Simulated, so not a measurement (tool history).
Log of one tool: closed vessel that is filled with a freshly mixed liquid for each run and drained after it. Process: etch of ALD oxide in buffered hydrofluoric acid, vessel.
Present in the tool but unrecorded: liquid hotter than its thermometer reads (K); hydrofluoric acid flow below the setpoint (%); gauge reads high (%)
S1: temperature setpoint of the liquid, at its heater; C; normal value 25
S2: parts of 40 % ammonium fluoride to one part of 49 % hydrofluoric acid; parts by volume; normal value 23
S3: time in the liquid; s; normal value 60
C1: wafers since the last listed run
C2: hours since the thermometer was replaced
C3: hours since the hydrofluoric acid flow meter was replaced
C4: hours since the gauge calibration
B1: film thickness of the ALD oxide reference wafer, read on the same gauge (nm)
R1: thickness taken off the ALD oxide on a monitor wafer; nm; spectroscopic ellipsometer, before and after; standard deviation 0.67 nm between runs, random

run,hour,S1,S2,S3,C1,C2,C3,C4,B1,R1
1,0,28.5,23,70,0,1559.8,407.3,541.6,88.43,126.59
2,35.1,28.5,23,70,5209,1594.9,442.4,576.7,88.25,126.46
3,59.5,28.5,23,70,3621,1619.3,466.8,601.1,88.19,125.2
4,78.6,25,23,60,2834,1638.4,485.9,620.2,88.15,88.59
5,96.6,21.5,23,60,2671,1656.4,503.9,638.2,88.05,73
6,118,25,23,60,3176,1677.8,525.3,659.6,88.01,88.55
7,137.2,25,23,60,2849,1697,544.5,678.8,87.94,87.85
8,153,25,26,60,2345,1712.8,560.3,694.6,87.86,82.3
9,188.5,21.5,25.5,60,5268,1748.3,595.8,730.1,87.69,68.03
10,202.8,25,23,60,2122,1762.6,610.1,744.4,87.7,88.4
# hour 213.8: thermometer replaced
11,232.9,25,23,60,4319,19.1,640.2,774.5,87.52,88.8
12,251.5,25,23,60,2760,37.7,658.8,793.1,87.48,88.94
13,282.6,25,23,60,4615,68.8,689.9,824.2,87.38,87.51
14,309.6,25,23,60,4007,95.8,716.9,851.2,87.26,88.02
15,340.3,29,23,90,4556,126.5,747.6,881.9,87.18,164.84
16,358.7,25,28,60,2730,144.9,766,900.3,87.12,77.15
17,376.1,25,23,60,2582,162.3,783.4,917.7,87.08,88.67
18,423.3,29,23,60,7005,209.5,830.6,964.9,86.89,109.02
19,458.7,25,17,60,5254,244.9,866,1000.3,86.76,112.94
20,476.7,25,23,60,2671,262.9,884,1018.3,86.69,88.1
21,500.1,25,23,60,3473,286.3,907.4,1041.7,86.64,87.24
22,515.9,26.5,17.5,80,2345,302.1,923.2,1057.5,86.54,158.79
23,543.5,21,16.5,40,4096,329.7,950.8,1085.1,86.46,62.21
24,559.2,23.5,20,70,2330,345.4,966.5,1100.8,86.37,103.58
25,571.6,28.5,29.5,60,1840,357.8,978.9,1113.2,86.33,88.89
26,591.9,22.5,26.5,60,3012,378.1,999.2,1133.5,86.26,68.16
27,623.3,25,23,60,4660,409.5,1030.6,1164.9,86.17,86.36
# hour 640.6: hydrofluoric acid flow meter replaced
28,647.3,25,23,60,3413,433.5,6.7,1188.9,86.1,87.16
# hour 666.9: gauge calibrated
29,729,28.5,26,35,12126,515.2,88.4,62.1,90.48,59.97
30,757.2,22.5,23,30,4185,543.4,116.6,90.3,90.34,39.82
31,855.5,25,15,60,14589,641.7,214.9,188.6,90.02,132.88
32,882,25,14.5,75,3933,668.2,241.4,215.1,89.93,171.84
33,908.3,23.5,23,60,3903,694.5,267.7,241.4,89.86,83.58

For some of the steps in R1 from one run to the next: how much would appear even if the tool had no hidden state, given the settings, what came in and random variation, and how much remains for the hidden state plus any gauge scatter that the measured result and the result without hidden state don't share?
Run 21 -> 22: S1 25 -> 26.5, S2 23 -> 17.5, S3 60 -> 80. R1 +71.55 nm: hidden state -2.92, all else +74.47.
Run 22 -> 23: S1 26.5 -> 21, S2 17.5 -> 16.5, S3 80 -> 40. R1 -96.58 nm: hidden state +3.79, all else -100.37.
Run 28 -> 29: S1 25 -> 28.5, S2 23 -> 26, S3 60 -> 35, gauge calibrated. R1 -27.19 nm: hidden state +4.29, all else -31.48.
Run 30 -> 31: S1 22.5 -> 25, S2 23 -> 15, S3 30 -> 60. R1 +93.06 nm: hidden state -0.12, all else +93.18.
Run 32 -> 33: S1 25 -> 23.5, S2 14.5 -> 23, S3 75 -> 60. R1 -88.26 nm: hidden state -0.03, all else -88.23.
